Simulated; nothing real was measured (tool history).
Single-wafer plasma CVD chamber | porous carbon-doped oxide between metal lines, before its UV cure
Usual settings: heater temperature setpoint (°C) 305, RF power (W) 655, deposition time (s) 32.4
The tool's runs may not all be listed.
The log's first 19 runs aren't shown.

run,hour,heater temperature setpoint (°C),RF power (W),deposition time (s),"read-back reference wafer on the same gauge, thickness_nm",mean film thickness on the monitor wafer (angstrom)
20,1264.8,318,555,28.4,160.085,1440.45
21,1366.9,292,655,35.5,160.038,2253.27
22,1435.2,305,655,34.3,159.888,1985.16
23,1495.7,305,720,32.4,160.142,1979.35
24,1533.1,305,655,32.4,159.996,1898.05
25,1627.7,313,655,32.4,159.924,1788.26
26,1686.3,301,770,32.4,160.1,2084.41
27,1793.8,305,655,28.8,160.199,1682.05

Forecast run 28:
28,1882.8,305,655,35.5,?,?

Run 28 gave read-back reference wafer on the same gauge, thickness_nm 160.181, mean film thickness on the monitor wafer (angstrom) 2098.44.
Without the tool's hidden state the same run would have given mean film thickness on the monitor wafer (angstrom) 2098.44.
